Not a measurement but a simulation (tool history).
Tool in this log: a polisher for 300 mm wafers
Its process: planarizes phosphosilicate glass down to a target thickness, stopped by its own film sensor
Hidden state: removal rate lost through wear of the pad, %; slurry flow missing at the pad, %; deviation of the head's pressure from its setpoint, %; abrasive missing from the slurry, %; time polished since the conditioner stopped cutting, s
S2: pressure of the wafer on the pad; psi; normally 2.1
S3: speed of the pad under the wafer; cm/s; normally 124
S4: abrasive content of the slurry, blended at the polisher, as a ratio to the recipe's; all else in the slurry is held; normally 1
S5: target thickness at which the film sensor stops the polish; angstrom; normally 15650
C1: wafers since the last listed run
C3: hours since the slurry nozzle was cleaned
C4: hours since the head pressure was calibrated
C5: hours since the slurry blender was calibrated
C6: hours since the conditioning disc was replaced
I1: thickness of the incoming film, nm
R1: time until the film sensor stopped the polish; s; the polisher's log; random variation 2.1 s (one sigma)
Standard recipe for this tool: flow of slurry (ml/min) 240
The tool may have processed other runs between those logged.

Run 1, hour 0: usual settings; C1 0; wafers polished on this pad 774; C3 22.8; C4 573.2; C5 318.6; C6 466.4; I1 2352.2. Result: R1 133.5 s.
Run 2, hour 36.8: usual settings; C1 252; wafers polished on this pad 1027; C3 59.6; C4 610; C5 355.4; C6 503.2; I1 2351.6. Result: R1 134.8 s.
At hour 42.1: conditioning disc replaced and pad reconditioned.
At hour 92: slurry blender recalibrated.
At hour 101.7: head pressure recalibrated.
Run 3, hour 134.6: usual settings; C1 630; wafers polished on this pad 1657; C3 157.4; C4 32.9; C5 42.6; C6 92.5; I1 2346. Result: R1 131.5 s.
Run 4, hour 193.1: usual settings; C1 401; wafers polished on this pad 2059; C3 215.9; C4 91.4; C5 101.1; C6 151; I1 2311.5. Result: R1 133.3 s.
At hour 231.1: worn pad replaced by a new one.
Run 5, hour 256.6: usual settings but flow of slurry (ml/min) 305, S4 1.2; C1 408; wafers polished on this pad 175; C3 279.4; C4 154.9; C5 164.6; C6 214.5; I1 2326. Result: R1 116 s.
Run 6, hour 357.3: usual settings but flow of slurry (ml/min) 305, S4 1.2; C1 691; wafers polished on this pad 866; C3 380.1; C4 255.6; C5 265.3; C6 315.2; I1 2349.8. Result: R1 124.7 s.
Run 7, hour 411.9: usual settings but flow of slurry (ml/min) 305, S4 1.2; C1 374; wafers polished on this pad 1241; C3 434.7; C4 310.2; C5 319.9; C6 369.8; I1 2384.7. Result: R1 126.2 s.
At hour 448.8: slurry blender recalibrated.
Run 8, hour 453.2: usual settings; C1 269; wafers polished on this pad 1511; C3 476; C4 351.5; C5 4.4; C6 411.1; I1 2339.3. Result: R1 141.7 s.
Run 9, hour 507: usual settings; C1 369; wafers polished on this pad 1880; C3 529.8; C4 405.3; C5 58.2; C6 464.9; I1 2334.8. Result: R1 138.4 s.
At hour 558: worn pad replaced by a new one.
At hour 590.6: conditioning disc replaced and pad reconditioned.
Run 10, hour 693.6: usual settings; C1 1240; wafers polished on this pad 917; C3 716.4; C4 591.9; C5 244.8; C6 103; I1 2349.2. Result: R1 146.6 s.
Run 11, hour 765.1: usual settings; C1 490; wafers polished on this pad 1408; C3 787.9; C4 663.4; C5 316.3; C6 174.5; I1 2369.3. Result: R1 151 s.
At hour 775.9: head pressure recalibrated.
At hour 843.5: slurry blender recalibrated.
Run 12, hour 851.7: usual settings; C1 567; wafers polished on this pad 1975; C3 874.5; C4 75.8; C5 8.2; C6 261.1; I1 2339. Result: R1 155.7 s.
At hour 865.8: slurry nozzle cleaned.
At hour 890.9: worn pad replaced by a new one.
Run 13, hour 891.4: usual settings but S3 108 cm/s, S5 17180 angstrom; C1 238; wafers polished on this pad 3; C3 25.6; C4 115.5; C5 47.9; C6 300.8; I1 2352.1. Result: R1 122.2 s.
Run 14, hour 958.6: usual settings but flow of slurry (ml/min) 195, S2 2.3 psi, S3 144 cm/s; C1 461; wafers polished on this pad 464; C3 92.8; C4 182.7; C5 115.1; C6 368; I1 2321.9. Result: R1 109.4 s.
Run 15, hour 1028.1: usual settings but S4 1.15, S5 14290 angstrom; C1 477; wafers polished on this pad 942; C3 162.3; C4 252.2; C5 184.6; C6 437.5; I1 2350. Result: R1 152.4 s.
At hour 1057.4: conditioning disc replaced and pad reconditioned.
At hour 1193: worn pad replaced by a new one.
Run 16, hour 1206.5: usual settings but S2 1.7 psi, S3 152 cm/s, S4 1.25, S5 14400 angstrom; C1 1183; wafers polished on this pad 92; C3 340.7; C4 430.6; C5 363; C6 149.1; I1 2331.2. Result: R1 152.8 s.
At hour 1215.3: slurry blender recalibrated.
Run 17, hour 1258.8: usual settings but flow of slurry (ml/min) 215, S2 1.7 psi, S5 13410 angstrom; C1 345; wafers polished on this pad 437; C3 393; C4 482.9; C5 43.5; C6 201.4; I1 2325.1. Result: R1 225.5 s.
Run 18, hour 1313.6: usual settings but flow of slurry (ml/min) 310, S3 90 cm/s, S4 1.1, S5 17230 angstrom; C1 376; wafers polished on this pad 814; C3 447.8; C4 537.7; C5 98.3; C6 256.2; I1 2330.4. Result: R1 128.3 s.
Run 19, hour 1477.7: usual settings but flow of slurry (ml/min) 215, S2 1.7 psi, S5 13410 angstrom; C1 1126; wafers polished on this pad 1941; C3 611.9; C4 701.8; C5 262.4; C6 420.3; I1 2346.6. Result: R1 233.2 s.
At hour 1500: worn pad replaced by a new one.
Run 20, hour 1528.3: usual settings; C1 320; wafers polished on this pad 194; C3 662.5; C4 752.4; C5 313; C6 470.9; I1 2347.7. Result: R1 145.6 s.
At hour 1581.9: conditioning disc replaced and pad reconditioned.
Run 21, hour 1599.8: usual settings; C1 477; wafers polished on this pad 671; C3 734; C4 823.9; C5 384.5; C6 17.9; I1 2355.3. Result: R1 144.3 s.
At hour 1602: slurry blender recalibrated.
At hour 1629.5: head pressure recalibrated.
At hour 1680.3: slurry nozzle cleaned.
Run 22, hour 1684.1: usual settings but S2 2.3 psi, S4 0.75; C1 544; wafers polished on this pad 1216; C3 3.8; C4 54.6; C5 82.1; C6 102.2; I1 2309.9. Result: R1 130.3 s.

List, for all runs, the conditions of the tool that the log does not record:
removal rate lost through wear of the pad, %: 0 across all the runs
deviation of the head's pressure from its setpoint, %: 0 across all the runs
abrasive missing from the slurry, %: 0 across all the runs
time polished since the conditioner stopped cutting, s: 0 across all the runs
H1: slurry flow missing at the pad, %
run    H1
  1  5.98
  2  7.81
  3  12.7
  4  15.6
  5  18.8
  6  23.8
  7  26.5
  8  28.5
  9  31.2
 10  40.5
 11  44.1
 12  48.4
 13  5.78
 14  9.13
 15  12.6
 16  21.5
 17  24.1
 18  26.8
 19    35
 20  37.5
 21  41.1
 22  1.88
